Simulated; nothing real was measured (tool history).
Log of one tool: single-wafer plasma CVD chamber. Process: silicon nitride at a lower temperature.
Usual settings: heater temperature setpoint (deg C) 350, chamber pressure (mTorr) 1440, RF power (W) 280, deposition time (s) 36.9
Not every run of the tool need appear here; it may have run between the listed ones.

| run | hour | heater temperature setpoint (deg C) | chamber pressure (mTorr) | RF power (W) | deposition time (s) | read-back reference wafer on the same gauge, thickness_nm | mean film thickness on the monitor wafer (nm) |
|---|---|---|---|---|---|---|---|
| 1 | 0 | 350 | 1440 | 280 | 41.3 | 44.091 | 43.937 |
| 2 | 139.5 | 350 | 1440 | 280 | 41.3 | 43.955 | 43.521 |
| 3 | 204.4 | 350 | 1440 | 280 | 36.9 | 43.976 | 38.617 |
| 4 | 256 | 350 | 1440 | 280 | 36.9 | 43.989 | 38.72 |
| 5 | 317.8 | 350 | 1440 | 280 | 36.9 | 43.996 | 39.004 |
| 6 | 381.4 | 350 | 1520 | 280 | 36.9 | 44.013 | 39.616 |
| 7 | 448.7 | 350 | 1440 | 305 | 36.9 | 44.065 | 41.33 |
|  | 505.9 | showerhead replaced |
| 8 | 518.1 | 350 | 1440 | 280 | 36.9 | 43.964 | 38.897 |
| 9 | 557.2 | 360 | 1440 | 280 | 36.9 | 43.973 | 38.53 |
|  | 576.5 | thermocouple changed; heater temperature recalibrated |
| 10 | 594 | 350 | 1440 | 280 | 36.9 | 44.03 | 38.62 |
| 11 | 624.7 | 350 | 1440 | 280 | 36.9 | 43.958 | 38.573 |
| 12 | 667.8 | 350 | 1440 | 280 | 36.9 | 43.903 | 38.604 |
|  | 699.3 | capacitance manometer re-zeroed and calibrated |
| 13 | 709.3 | 338 | 1110 | 280 | 30.1 | 43.954 | 30.123 |
|  | 715.6 | gauge calibrated |
| 14 | 739.4 | 350 | 1440 | 280 | 36.9 | 44.038 | 39.358 |
|  | 762.8 | RF generator calibrated |
| 15 | 807.1 | 350 | 1440 | 280 | 36.9 | 43.986 | 39.339 |
| 16 | 855.7 | 354 | 1250 | 300 | 31.4 | 44.014 | 33.673 |
| 17 | 882.5 | 350 | 1240 | 325 | 30.9 | 43.913 | 34.876 |
| 18 | 907.5 | 337 | 1090 | 335 | 30.9 | 43.996 | 34.54 |
| 19 | 972.2 | 358 | 1440 | 280 | 36.9 | 43.972 | 39.233 |
| 20 | 1030 | 350 | 1440 | 280 | 36.9 | 43.907 | 39.624 |
| 21 | 1072.8 | 362 | 1580 | 230 | 40 | 44.016 | 38.302 |
| 22 | 1283.8 | 350 | 1440 | 280 | 30.1 | 43.994 | 31.977 |
| 23 | 1332.6 | 350 | 1440 | 280 | 36.9 | 44.023 | 39.449 |

For each run, what was the tool's unlogged condition?
wafer temperature above the value expected at the setpoint (K): 0 on each run
delivered RF power above the setpoint (%): 0 on each run
gauge reads high (%): 0 on each run
H1: true pressure above the setpoint (%)
| run | H1 |
|---|---|
| 1 | -2.95 |
| 2 | -3.57 |
| 3 | -3.89 |
| 4 | -4.16 |
| 5 | -4.49 |
| 6 | -4.85 |
| 7 | -5.26 |
| 8 | -5.69 |
| 9 | -5.95 |
| 10 | -6.2 |
| 11 | -6.41 |
| 12 | -6.71 |
| 13 | -0.279 |
| 14 | -0.283 |
| 15 | -0.305 |
| 16 | -0.333 |
| 17 | -0.353 |
| 18 | -0.374 |
| 19 | -0.443 |
| 20 | -0.52 |
| 21 | -0.586 |
| 22 | -1.03 |
| 23 | -1.16 |

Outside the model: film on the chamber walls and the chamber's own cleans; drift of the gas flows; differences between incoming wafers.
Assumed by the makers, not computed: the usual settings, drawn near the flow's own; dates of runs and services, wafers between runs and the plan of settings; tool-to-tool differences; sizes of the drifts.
